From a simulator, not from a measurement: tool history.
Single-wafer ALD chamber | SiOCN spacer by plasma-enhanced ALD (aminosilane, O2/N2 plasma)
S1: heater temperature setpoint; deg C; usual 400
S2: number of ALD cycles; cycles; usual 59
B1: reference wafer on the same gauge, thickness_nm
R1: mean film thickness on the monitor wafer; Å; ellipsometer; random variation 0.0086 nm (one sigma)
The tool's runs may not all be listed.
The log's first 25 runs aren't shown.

Run 26, hour 384.6: usual settings but S1 392 deg C, S2 65 cycles; B1 3.731. Result: R1 37.8 Å.
Run 27, hour 396.8: usual settings but S1 412 deg C, S2 69 cycles; B1 3.727. Result: R1 38.59 Å.
Run 28, hour 411: usual settings; B1 3.724. Result: R1 34.18 Å.
Run 29, hour 419.8: usual settings but S1 387 deg C, S2 70 cycles; B1 3.724. Result: R1 40.65 Å.
Run 30, hour 468.2: usual settings but S1 414 deg C, S2 69 cycles; B1 3.719. Result: R1 38.06 Å.
At hour 492: thermocouple changed; heater temperature recalibrated.
Run 31, hour 492.5: usual settings but S1 410 deg C, S2 52 cycles; B1 3.717. Result: R1 29.08 Å.
Run 32, hour 500.5: usual settings but S1 390 deg C, S2 66 cycles; B1 3.715. Result: R1 38.08 Å.
Run 33, hour 517: usual settings; B1 3.716. Result: R1 34.14 Å.
Run 34, hour 528: usual settings but S1 394 deg C, S2 63 cycles; B1 3.714. Result: R1 36.5 Å.
Run 35, hour 542.4: usual settings; B1 3.711. Result: R1 34.09 Å.
Run 36, hour 552.2: usual settings but S1 412 deg C; B1 3.711. Result: R1 32.73 Å.
Run 37, hour 567.2: usual settings; B1 3.71. Result: R1 34.04 Å.
Run 38, hour 581.4: usual settings but S1 393 deg C, S2 67 cycles; B1 3.706. Result: R1 38.77 Å.
Run 39, hour 595.8: usual settings but S2 64 cycles; B1 3.711. Result: R1 36.86 Å.
Run 40, hour 608.6: usual settings; B1 3.702. Result: R1 33.99 Å.
Run 41, hour 623.1: usual settings but S2 68 cycles; B1 3.701. Result: R1 39.32 Å.
Run 42, hour 661.2: usual settings but S1 390 deg C; B1 3.701. Result: R1 33.97 Å.
Run 43, hour 668.5: usual settings but S1 386 deg C, S2 69 cycles; B1 3.701. Result: R1 39.77 Å.
Run 44, hour 682.1: usual settings but S2 68 cycles; B1 3.699. Result: R1 39.11 Å.
Run 45, hour 696.3: usual settings but S1 414 deg C; B1 3.697. Result: R1 32.43 Å.
Run 46, hour 703.4: usual settings but S1 414 deg C, S2 55 cycles; B1 3.701. Result: R1 30.1 Å.

5 ways to go on from here, each from the tool as it stands after run 46. What would each give?
Run A, hour 703.9: usual settings but S1 410 deg C; B1 ?. Result: R1 ?.
Run B, hour 703.9: usual settings but S1 396 deg C, S2 53 cycles; B1 ?. Result: R1 ?.
Run C, hour 703.9: usual settings but S1 391 deg C, S2 51 cycles; B1 ?. Result: R1 ?.
Run D, hour 703.9: usual settings but S1 394 deg C, S2 51 cycles; B1 ?. Result: R1 ?.
Run E, hour 703.9: usual settings but S2 63 cycles; B1 ?. Result: R1 ?.

run     B1     R1
  A  3.698  32.77
  B  3.698  30.48
  C  3.698  29.33
  D  3.698  29.33
  E  3.698  36.23
Without the tool's hidden state the same runs would have given:
run     R1
  A  33.14
  B  30.83
  C  29.66
  D  29.66
  E  36.64
